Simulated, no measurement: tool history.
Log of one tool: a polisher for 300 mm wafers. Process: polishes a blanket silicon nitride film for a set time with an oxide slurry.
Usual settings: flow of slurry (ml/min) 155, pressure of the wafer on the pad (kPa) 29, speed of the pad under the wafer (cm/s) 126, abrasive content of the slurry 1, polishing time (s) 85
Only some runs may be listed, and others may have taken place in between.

| run | day | flow of slurry (ml/min) | pressure of the wafer on the pad (kPa) | speed of the pad under the wafer (cm/s) | abrasive content of the slurry | polishing time (s) | wafers since the last listed run | wafers polished on this pad | hours since the slurry nozzle was cleaned | hours since the head pressure was calibrated | hours since the slurry blender was calibrated | hours since the conditioning disc was replaced | incoming thickness of the incoming film, nm | film removed (Å) |
|---|---|---|---|---|---|---|---|---|---|---|---|---|---|---|
| 1 | 0 | 155 | 29 | 126 | 1 | 85 | 0 | 2 | 11.9 | 876.2 | 39.5 | 79.9 | 496.7 | 882 |
| 2 | 1.246 | 155 | 29 | 126 | 1 | 85 | 235 | 237 | 41.8 | 906.1 | 69.4 | 109.8 | 489.4 | 875 |
| 3 | 1.825 | 155 | 29 | 126 | 1 | 85 | 109 | 346 | 55.7 | 920 | 83.3 | 123.7 | 481.1 | 871 |
| 4 | 3.029 | 155 | 29 | 158 | 1 | 85 | 227 | 573 | 84.6 | 948.9 | 112.2 | 152.6 | 483.3 | 956 |
| 5 | 3.696 | 155 | 29 | 126 | 1 | 85 | 125 | 699 | 100.6 | 964.9 | 128.2 | 168.6 | 489 | 832 |
|  | 3.883 | worn pad replaced by a new one |
|  | 4.3 | conditioning disc replaced and pad reconditioned |
| 6 | 5.033 | 155 | 29 | 126 | 1 | 85 | 205 | 201 | 132.7 | 997 | 160.3 | 17.6 | 496.3 | 844 |
| 7 | 6.112 | 155 | 29 | 126 | 1 | 85 | 203 | 404 | 158.6 | 1022.9 | 186.2 | 43.5 | 486.1 | 835 |
| 8 | 6.912 | 155 | 29 | 126 | 1 | 85 | 150 | 555 | 177.8 | 1042.1 | 205.4 | 62.7 | 486 | 825 |
| 9 | 8.258 | 155 | 36.5 | 126 | 1 | 85 | 253 | 809 | 210.1 | 1074.4 | 237.7 | 95 | 497.7 | 1012 |
|  | 8.458 | worn pad replaced by a new one |
| 10 | 9.754 | 155 | 29 | 126 | 1 | 85 | 250 | 244 | 246 | 1110.3 | 273.6 | 130.9 | 488.2 | 823 |
| 11 | 10.625 | 190 | 29 | 126 | 1.1 | 106 | 164 | 408 | 266.9 | 1131.2 | 294.5 | 151.8 | 493.6 | 1115 |
|  | 11.792 | head pressure recalibrated |
| 12 | 11.888 | 135 | 24.8 | 162 | 1 | 85 | 222 | 630 | 297.2 | 2.3 | 324.8 | 182.1 | 488.6 | 771 |
|  | 12.558 | slurry nozzle cleaned |
|  | 12.567 | conditioning disc replaced and pad reconditioned |
| 13 | 12.679 | 135 | 37.2 | 150 | 1 | 85 | 139 | 770 | 2.9 | 21.3 | 343.8 | 2.7 | 494.4 | 1062 |
|  | 13.042 | worn pad replaced by a new one |
|  | 13.05 | slurry blender recalibrated |
| 14 | 13.504 | 170 | 29 | 126 | 1.3 | 85 | 122 | 85 | 22.7 | 41.1 | 10.9 | 22.5 | 487.9 | 1000 |
| 15 | 14.288 | 130 | 29 | 126 | 1 | 94 | 147 | 233 | 41.5 | 59.9 | 29.7 | 41.3 | 491.6 | 950 |
| 16 | 15.304 | 155 | 20.7 | 126 | 1 | 85 | 191 | 424 | 65.9 | 84.3 | 54.1 | 65.7 | 498.2 | 627 |
| 17 | 16.1 | 115 | 24.8 | 138 | 1 | 85 | 150 | 575 | 85 | 103.4 | 73.2 | 84.8 | 491.3 | 724 |
| 18 | 16.746 | 155 | 29 | 126 | 1 | 85 | 121 | 696 | 100.5 | 118.9 | 88.7 | 100.3 | 482.4 | 835 |
|  | 16.988 | worn pad replaced by a new one |
| 19 | 17.646 | 110 | 29 | 126 | 1 | 85 | 138 | 123 | 122.1 | 140.5 | 110.3 | 121.9 | 488.4 | 807 |

Forecast each of these 5 alternatives for the next run:
| A | 17.662 | 155 | 29 | 126 | 1 | 85 | 3 | 126 | 122.5 | 140.9 | 110.7 | 122.3 | 487.8 | ? |
| B | 17.662 | 155 | 29 | 84 | 1 | 85 | 3 | 126 | 122.5 | 140.9 | 110.7 | 122.3 | 487.8 | ? |
| C | 17.662 | 115 | 29 | 126 | 1.1 | 85 | 3 | 126 | 122.5 | 140.9 | 110.7 | 122.3 | 487.8 | ? |
| D | 17.662 | 155 | 35.2 | 142 | 1.2 | 85 | 3 | 126 | 122.5 | 140.9 | 110.7 | 122.3 | 487.8 | ? |
| E | 17.662 | 170 | 29 | 126 | 1 | 85 | 3 | 126 | 122.5 | 140.9 | 110.7 | 122.3 | 487.8 | ? |

| run | film removed (Å) |
|---|---|
| A | 859 |
| B | 718 |
| C | 837 |
| D | 1188 |
| E | 872 |
Had the tool no hidden state, the same runs would have come out as:
| run | film removed (Å) |
|---|---|
| A | 892 |
| B | 746 |
| C | 869 |
| D | 1231 |
| E | 906 |

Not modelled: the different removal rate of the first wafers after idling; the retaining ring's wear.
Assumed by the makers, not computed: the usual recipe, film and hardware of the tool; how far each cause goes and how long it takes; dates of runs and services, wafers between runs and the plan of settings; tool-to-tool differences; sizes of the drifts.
